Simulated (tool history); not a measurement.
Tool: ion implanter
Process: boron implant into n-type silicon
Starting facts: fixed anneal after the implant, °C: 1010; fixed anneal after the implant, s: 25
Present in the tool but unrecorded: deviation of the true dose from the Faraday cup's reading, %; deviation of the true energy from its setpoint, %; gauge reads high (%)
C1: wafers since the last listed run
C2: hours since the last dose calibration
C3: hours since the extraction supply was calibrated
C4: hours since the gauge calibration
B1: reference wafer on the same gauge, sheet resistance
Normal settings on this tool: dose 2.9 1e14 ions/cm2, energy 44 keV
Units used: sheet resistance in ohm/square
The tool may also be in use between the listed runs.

run 1 hour=0 | dose=2.9 energy=44 | C1=0 C2=2104.8 C3=6667.1 C4=105.2 | B1=237.45 | sheet_resistance=293.22
run 2 hour=10.3 | dose=2.9 energy=44 | C1=136 C2=2115.1 C3=6677.4 C4=115.5 | B1=237.35 | sheet_resistance=292.17
run 3 hour=20.9 | dose=2.9 energy=44 | C1=140 C2=2125.7 C3=6688 C4=126.1 | B1=237.36 | sheet_resistance=292.39
run 4 hour=33.8 | dose=2.9 energy=44 | C1=171 C2=2138.6 C3=6700.9 C4=139 | B1=237.31 | sheet_resistance=293.27
run 5 hour=40.3 | dose=2.9 energy=44 | C1=86 C2=2145.1 C3=6707.4 C4=145.5 | B1=237.23 | sheet_resistance=292.28
run 6 hour=50.2 | dose=2.9 energy=44 | C1=131 C2=2155 C3=6717.3 C4=155.4 | B1=237.18 | sheet_resistance=292.4
run 7 hour=66.5 | dose=3.15 energy=44 | C1=216 C2=2171.3 C3=6733.6 C4=171.7 | B1=237.13 | sheet_resistance=273.97
run 8 hour=73.6 | dose=2.9 energy=50 | C1=94 C2=2178.4 C3=6740.7 C4=178.8 | B1=237.19 | sheet_resistance=287.7
-- hour=76.9 gauge calibrated
run 9 hour=82.6 | dose=2.9 energy=50 | C1=119 C2=2187.4 C3=6749.7 C4=5.7 | B1=239.18 | sheet_resistance=290.91
-- hour=103.6 Faraday cup replaced and dose calibrated
run 10 hour=104.1 | dose=2.52 energy=34 | C1=179 C2=0.5 C3=6771.2 C4=27.2 | B1=238.57 | sheet_resistance=337.66
run 11 hour=107.5 | dose=2.9 energy=55 | C1=45 C2=3.9 C3=6774.6 C4=30.6 | B1=238.49 | sheet_resistance=285.17
run 12 hour=117.6 | dose=2.21 energy=36 | C1=134 C2=14 C3=6784.7 C4=40.7 | B1=238.27 | sheet_resistance=370.63

Estimate the outcome of run 13 from the log above:
run 13 hour=133.2 | dose=2.9 energy=44 | C1=207 C2=29.6 C3=6800.3 C4=56.3 | B1=? | sheet_resistance=?

{"run 13": {"B1": 238.2, "sheet resistance": 292.96}}
Had the tool carried no hidden state, the very same run would have given sheet resistance 294.05 ohm/square.
